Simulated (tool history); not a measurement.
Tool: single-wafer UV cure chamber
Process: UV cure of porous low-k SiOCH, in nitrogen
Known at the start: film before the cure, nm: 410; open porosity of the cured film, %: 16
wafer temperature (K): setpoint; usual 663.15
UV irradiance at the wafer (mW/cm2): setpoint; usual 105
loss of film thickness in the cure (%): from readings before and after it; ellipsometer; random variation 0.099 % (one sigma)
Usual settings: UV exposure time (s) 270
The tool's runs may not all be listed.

| run | hour | wafer temperature (K) | UV exposure time (s) | UV irradiance at the wafer (mW/cm2) | wafers since the last listed run | hours since the UV bulbs were replaced | wafers since the quartz window was cleaned | loss of film thickness in the cure (%) |
|---|---|---|---|---|---|---|---|---|
| 1 | 0.0 | 663.15 | 270 | 105 | 0 | 1724.7 | 2448 | 10.127 |
|  | 167.3 | quartz window cleaned |
| 2 | 167.8 | 663.15 | 270 | 105 | 1106 | 1892.5 | 3 | 10.475 |
| 3 | 229.7 | 663.15 | 270 | 105 | 428 | 1954.4 | 431 | 10.428 |
|  | 414.6 | UV bulbs replaced |
| 4 | 415.1 | 663.15 | 270 | 105 | 1227 | 0.5 | 1659 | 10.234 |
| 5 | 454.5 | 663.15 | 270 | 127 | 272 | 39.9 | 1932 | 11.058 |
| 6 | 510.2 | 663.15 | 270 | 105 | 385 | 95.6 | 2318 | 10.200 |
| 7 | 558.8 | 649.15 | 270 | 127 | 336 | 144.2 | 2654 | 10.560 |
| 8 | 600.4 | 663.15 | 270 | 105 | 287 | 185.8 | 2942 | 10.054 |
| 9 | 659.0 | 663.15 | 270 | 105 | 405 | 244.4 | 3348 | 9.881 |
| 10 | 691.6 | 675.15 | 355 | 75 | 225 | 277.0 | 3573 | 9.796 |
|  | 704.9 | quartz window cleaned |
| 11 | 756.6 | 663.15 | 270 | 105 | 394 | 342.0 | 357 | 10.581 |
| 12 | 814.7 | 657.15 | 270 | 80 | 402 | 400.1 | 759 | 9.218 |
| 13 | 865.0 | 663.15 | 270 | 105 | 348 | 450.4 | 1107 | 10.328 |
| 14 | 929.5 | 663.15 | 225 | 115 | 446 | 514.9 | 1554 | 10.037 |
| 15 | 998.9 | 651.15 | 270 | 86 | 480 | 584.3 | 2034 | 9.249 |
| 16 | 1065.4 | 646.15 | 270 | 87 | 460 | 650.8 | 2494 | 9.168 |
| 17 | 1121.7 | 673.15 | 270 | 72 | 389 | 707.1 | 2884 | 8.612 |
| 18 | 1187.5 | 663.15 | 270 | 105 | 455 | 772.9 | 3340 | 9.934 |
|  | 1215.9 | quartz window cleaned |
| 19 | 1216.4 | 656.15 | 205 | 81 | 144 | 801.8 | 3 | 8.382 |

Forecast each of these 4 alternatives for the next run:
| A | 1216.9 | 663.15 | 270 | 105 | 3 | 802.3 | 6 | ? |
| B | 1216.9 | 678.15 | 365 | 105 | 3 | 802.3 | 6 | ? |
| C | 1216.9 | 663.15 | 420 | 93 | 3 | 802.3 | 6 | ? |
| D | 1216.9 | 678.15 | 145 | 94 | 3 | 802.3 | 6 | ? |

| run | loss of film thickness in the cure (%) |
|---|---|
| A | 10.741 |
| B | 12.283 |
| C | 12.113 |
| D | 8.018 |
Without the tool's hidden state the same runs would have given:
| run | loss of film thickness in the cure (%) |
|---|---|
| A | 10.774 |
| B | 12.318 |
| C | 12.147 |
| D | 8.049 |
